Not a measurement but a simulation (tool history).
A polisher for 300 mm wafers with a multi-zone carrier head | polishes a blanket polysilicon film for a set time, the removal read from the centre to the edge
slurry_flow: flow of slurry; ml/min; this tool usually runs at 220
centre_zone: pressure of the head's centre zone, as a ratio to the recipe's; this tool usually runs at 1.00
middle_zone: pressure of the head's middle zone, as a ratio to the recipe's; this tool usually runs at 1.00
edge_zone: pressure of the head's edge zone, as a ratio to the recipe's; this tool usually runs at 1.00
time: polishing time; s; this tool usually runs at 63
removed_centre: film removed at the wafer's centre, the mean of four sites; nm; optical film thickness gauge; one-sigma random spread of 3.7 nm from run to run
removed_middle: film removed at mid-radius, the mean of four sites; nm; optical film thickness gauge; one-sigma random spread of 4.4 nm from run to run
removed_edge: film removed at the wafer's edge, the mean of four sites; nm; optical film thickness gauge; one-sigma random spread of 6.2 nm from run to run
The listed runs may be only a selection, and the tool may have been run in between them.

| run | hour | slurry_flow | centre_zone | middle_zone | edge_zone | time | wafers since the last listed run | wafers polished on this pad | hours since the slurry nozzle was cleaned | hours since the centre zone pressure was calibrated | hours since the edge zone pressure was calibrated | hours since the carrier head's membrane was replaced | incoming thickness of the incoming film, nm | removed_centre | removed_middle | removed_edge |
|---|---|---|---|---|---|---|---|---|---|---|---|---|---|---|---|---|
| 1 | 0.0 | 220 | 1.00 | 1.00 | 1.00 | 63 | 0 | 352 | 362.6 | 267.7 | 345.3 | 1179.2 | 2222.0 | 410.1 | 417.3 | 414.2 |
| 2 | 52.9 | 220 | 1.00 | 1.00 | 1.00 | 63 | 652 | 1005 | 415.5 | 320.6 | 398.2 | 1232.1 | 2237.6 | 413.2 | 408.6 | 398.3 |
| 3 | 87.5 | 220 | 1.00 | 1.00 | 1.00 | 63 | 426 | 1431 | 450.1 | 355.2 | 432.8 | 1266.7 | 2253.8 | 406.9 | 406.7 | 413.1 |
| 4 | 127.2 | 220 | 1.00 | 1.00 | 1.00 | 63 | 489 | 1921 | 489.8 | 394.9 | 472.5 | 1306.4 | 2203.2 | 403.4 | 398.5 | 398.8 |
|  | 149.4 | slurry nozzle cleaned |
|  | 155.7 | centre zone pressure recalibrated |
| 5 | 156.2 | 220 | 1.00 | 1.00 | 1.00 | 63 | 320 | 2241 | 6.8 | 0.5 | 501.5 | 1335.4 | 2220.5 | 397.2 | 399.7 | 398.7 |
| 6 | 197.3 | 220 | 1.00 | 0.94 | 1.00 | 63 | 506 | 2748 | 47.9 | 41.6 | 542.6 | 1376.5 | 2239.9 | 389.4 | 364.3 | 382.3 |
| 7 | 263.7 | 220 | 1.00 | 1.12 | 1.00 | 63 | 818 | 3567 | 114.3 | 108.0 | 609.0 | 1442.9 | 2199.3 | 372.9 | 409.1 | 359.2 |
|  | 277.5 | worn pad replaced by a new one |
|  | 296.5 | carrier head's membrane replaced by a new one |
| 8 | 318.5 | 175 | 0.92 | 1.09 | 1.06 | 63 | 564 | 443 | 169.1 | 162.8 | 663.8 | 22.0 | 2223.7 | 361.8 | 426.9 | 412.7 |
| 9 | 512.9 | 220 | 1.00 | 1.00 | 0.93 | 63 | 2396 | 2840 | 363.5 | 357.2 | 858.2 | 216.4 | 2236.0 | 386.2 | 379.7 | 374.7 |
| 10 | 546.6 | 220 | 1.00 | 1.11 | 1.00 | 63 | 415 | 3255 | 397.2 | 390.9 | 891.9 | 250.1 | 2235.7 | 379.4 | 414.8 | 381.4 |
|  | 562.4 | worn pad replaced by a new one, of another model than before |
| 11 | 594.3 | 165 | 1.00 | 1.00 | 1.08 | 63 | 538 | 393 | 444.9 | 438.6 | 939.6 | 297.8 | 2261.7 | 376.1 | 375.6 | 399.2 |
|  | 601.1 | centre zone pressure recalibrated |
|  | 611.4 | slurry nozzle cleaned |
|  | 616.5 | edge zone pressure recalibrated |
| 12 | 666.0 | 220 | 1.11 | 1.00 | 1.00 | 63 | 822 | 1216 | 54.6 | 64.9 | 49.5 | 369.5 | 2257.7 | 448.6 | 405.2 | 401.2 |
| 13 | 699.9 | 220 | 1.10 | 1.00 | 1.00 | 63 | 417 | 1634 | 88.5 | 98.8 | 83.4 | 403.4 | 2216.0 | 446.4 | 401.7 | 403.2 |
| 14 | 761.8 | 220 | 1.10 | 1.09 | 1.08 | 44 | 763 | 2397 | 150.4 | 160.7 | 145.3 | 465.3 | 2244.9 | 301.2 | 293.0 | 282.4 |
|  | 806.6 | worn pad replaced by a new one |
| 15 | 807.1 | 195 | 0.97 | 0.89 | 1.00 | 46 | 509 | 6 | 195.7 | 206.0 | 190.6 | 510.6 | 2245.0 | 286.1 | 269.2 | 296.9 |
| 16 | 829.5 | 220 | 1.00 | 1.00 | 1.00 | 63 | 276 | 282 | 218.1 | 228.4 | 213.0 | 533.0 | 2216.4 | 419.9 | 412.9 | 407.9 |
| 17 | 864.5 | 220 | 0.91 | 1.00 | 1.04 | 63 | 431 | 714 | 253.1 | 263.4 | 248.0 | 568.0 | 2216.2 | 380.5 | 404.9 | 421.9 |
| 18 | 896.9 | 200 | 1.04 | 1.00 | 0.96 | 44 | 399 | 1113 | 285.5 | 295.8 | 280.4 | 600.4 | 2218.2 | 290.8 | 280.0 | 276.5 |
| 19 | 943.8 | 220 | 1.00 | 1.00 | 0.93 | 63 | 578 | 1691 | 332.4 | 342.7 | 327.3 | 647.3 | 2194.2 | 404.9 | 409.4 | 382.6 |
| 20 | 979.9 | 285 | 1.00 | 1.09 | 1.00 | 63 | 445 | 2136 | 368.5 | 378.8 | 363.4 | 683.4 | 2231.4 | 429.5 | 445.2 | 422.0 |
| 21 | 1044.5 | 220 | 1.07 | 1.00 | 1.00 | 56 | 796 | 2933 | 433.1 | 443.4 | 428.0 | 748.0 | 2253.2 | 368.9 | 340.2 | 345.9 |

Below are 5 alternative next runs, each starting from the tool's condition after run 21. Predict each:
| A | 1044.9 | 250 | 1.00 | 1.00 | 1.00 | 63 | 4 | 2938 | 433.5 | 443.8 | 428.4 | 748.4 | 2243.7 | ? | ? | ? |
| B | 1044.9 | 260 | 1.00 | 1.00 | 1.00 | 73 | 4 | 2938 | 433.5 | 443.8 | 428.4 | 748.4 | 2243.7 | ? | ? | ? |
| C | 1044.9 | 220 | 1.00 | 1.00 | 1.07 | 75 | 4 | 2938 | 433.5 | 443.8 | 428.4 | 748.4 | 2243.7 | ? | ? | ? |
| D | 1044.9 | 220 | 0.94 | 0.96 | 1.00 | 63 | 4 | 2938 | 433.5 | 443.8 | 428.4 | 748.4 | 2243.7 | ? | ? | ? |
| E | 1044.9 | 220 | 0.92 | 1.00 | 0.95 | 83 | 4 | 2938 | 433.5 | 443.8 | 428.4 | 748.4 | 2243.7 | ? | ? | ? |

| run | removed_centre | removed_middle | removed_edge |
|---|---|---|---|
| A | 398.0 | 391.5 | 392.2 |
| B | 464.3 | 456.5 | 456.6 |
| C | 461.6 | 455.2 | 474.2 |
| D | 364.2 | 369.6 | 385.5 |
| E | 469.6 | 504.0 | 495.3 |
With no hidden state in the tool, these same runs would have given:
| run | removed_centre | removed_middle | removed_edge |
|---|---|---|---|
| A | 427.7 | 420.7 | 421.5 |
| B | 498.9 | 490.5 | 490.6 |
| C | 496.0 | 489.1 | 509.5 |
| D | 391.3 | 397.2 | 414.3 |
| E | 504.6 | 541.6 | 532.3 |
